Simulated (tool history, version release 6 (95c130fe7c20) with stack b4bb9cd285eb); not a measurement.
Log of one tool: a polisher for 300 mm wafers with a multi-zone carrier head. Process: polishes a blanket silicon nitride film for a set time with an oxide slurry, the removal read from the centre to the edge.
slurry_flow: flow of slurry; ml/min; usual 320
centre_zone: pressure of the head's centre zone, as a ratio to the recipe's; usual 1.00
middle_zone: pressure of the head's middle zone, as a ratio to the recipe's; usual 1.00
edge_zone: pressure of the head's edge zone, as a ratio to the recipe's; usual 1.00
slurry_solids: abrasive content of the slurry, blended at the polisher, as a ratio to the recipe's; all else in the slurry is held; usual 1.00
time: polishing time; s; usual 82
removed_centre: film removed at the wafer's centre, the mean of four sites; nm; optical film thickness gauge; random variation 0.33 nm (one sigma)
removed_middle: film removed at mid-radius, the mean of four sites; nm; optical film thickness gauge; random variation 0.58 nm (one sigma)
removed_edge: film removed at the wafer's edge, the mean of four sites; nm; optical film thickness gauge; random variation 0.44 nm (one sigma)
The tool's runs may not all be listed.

run	day	slurry_flow	centre_zone	middle_zone	edge_zone	slurry_solids	time	wafers since the last listed run	wafers polished on this pad	hours since the slurry nozzle was cleaned	hours since the centre zone pressure was calibrated	hours since the edge zone pressure was calibrated	hours since the carrier head's membrane was replaced	incoming thickness of the incoming film, nm	removed_centre	removed_middle	removed_edge
1	0.000	320	1.00	1.00	1.00	1.00	82	0	4	494.4	1326.6	633.9	1201.7	634.1	52.8	52.2	53.1
2	0.692	320	1.00	1.00	1.00	1.00	82	218	222	511.0	1343.2	650.5	1218.3	636.1	51.3	50.6	50.5
3	1.046	320	1.00	1.00	1.00	1.00	82	111	334	519.5	1351.7	659.0	1226.8	620.7	49.5	50.1	50.2
4	2.279	380	1.00	1.00	1.00	1.00	82	389	723	549.1	1381.3	688.6	1256.4	623.2	50.1	49.8	50.2
5	2.933	380	1.00	1.00	1.00	1.00	82	206	930	564.8	1397.0	704.3	1272.1	628.4	50.2	50.2	49.4
# day 4.046: worn pad replaced by a new one
6	5.046	320	1.00	1.00	1.00	1.00	82	614	315	615.5	1447.7	755.0	1322.8	632.8	49.9	49.7	50.3
# day 5.350: slurry nozzle cleaned
7	5.542	320	1.00	1.00	1.00	1.00	82	143	459	4.6	1459.6	766.9	1334.7	625.2	52.7	52.1	51.5
# day 6.142: carrier head's membrane replaced by a new one
8	6.162	320	1.00	1.00	1.00	1.00	82	130	589	19.5	1474.5	781.8	0.5	638.3	52.3	51.1	51.9
9	6.483	320	0.94	1.00	1.00	1.00	82	101	690	27.2	1482.2	789.5	8.2	631.8	49.3	50.8	51.2
# day 6.779: edge zone pressure recalibrated
10	6.992	320	1.06	1.00	1.00	1.00	82	134	824	39.4	1494.4	5.1	20.4	620.2	53.8	52.1	51.3
# day 7.446: worn pad replaced by a new one
11	7.525	420	0.92	1.00	1.00	0.90	68	115	25	52.2	1507.2	17.9	33.2	626.9	41.9	44.0	43.6
# day 7.871: centre zone pressure recalibrated
12	7.896	250	1.00	1.09	1.00	1.00	82	90	116	61.1	0.6	26.8	42.1	624.9	52.1	56.0	52.5
13	8.462	320	1.00	1.00	1.00	1.00	82	178	294	74.7	14.2	40.4	55.7	636.5	52.1	52.0	52.3
14	8.858	245	1.11	1.00	1.00	0.75	55	124	419	84.2	23.7	49.9	65.2	631.0	30.7	28.5	29.2
15	9.112	320	1.00	1.00	1.00	1.00	82	80	500	90.3	29.8	56.0	71.3	634.0	51.6	51.2	52.3
16	9.638	320	1.00	1.00	1.00	1.00	54	165	665	102.9	42.4	68.6	83.9	639.8	33.5	33.4	33.3
17	9.988	320	1.07	1.00	1.00	1.00	82	110	776	111.3	50.8	77.0	92.3	620.0	54.1	50.7	51.0
18	10.300	385	1.08	1.00	1.09	1.00	82	98	875	118.8	58.3	84.5	99.8	628.7	54.9	51.2	52.7
19	10.738	320	0.89	1.04	1.00	1.00	63	138	1013	129.3	68.8	95.0	110.3	632.8	36.1	39.9	38.6

5 ways to go on from here, each from the tool as it stands after run 19. What would each give?
A	10.754	320	1.00	1.00	1.00	1.00	82	5	1018	129.7	69.2	95.4	110.7	625.0	?	?	?
B	10.754	320	1.07	1.00	1.00	0.85	82	5	1018	129.7	69.2	95.4	110.7	625.0	?	?	?
C	10.754	405	1.00	1.00	1.06	0.75	109	5	1018	129.7	69.2	95.4	110.7	625.0	?	?	?
D	10.754	320	1.00	1.00	1.00	1.10	82	5	1018	129.7	69.2	95.4	110.7	625.0	?	?	?
E	10.754	320	1.08	1.09	1.03	1.00	82	5	1018	129.7	69.2	95.4	110.7	625.0	?	?	?

run	removed_centre	removed_middle	removed_edge
A	50.5	50.2	49.8
B	48.6	46.1	45.7
C	58.9	58.5	59.0
D	52.9	52.6	52.1
E	53.4	54.0	50.3
Without the tool's hidden state the same runs would have given:
run	removed_centre	removed_middle	removed_edge
A	56.3	55.9	55.1
B	54.3	51.3	50.6
C	65.3	64.7	65.0
D	59.0	58.5	57.7
E	59.5	60.1	55.7
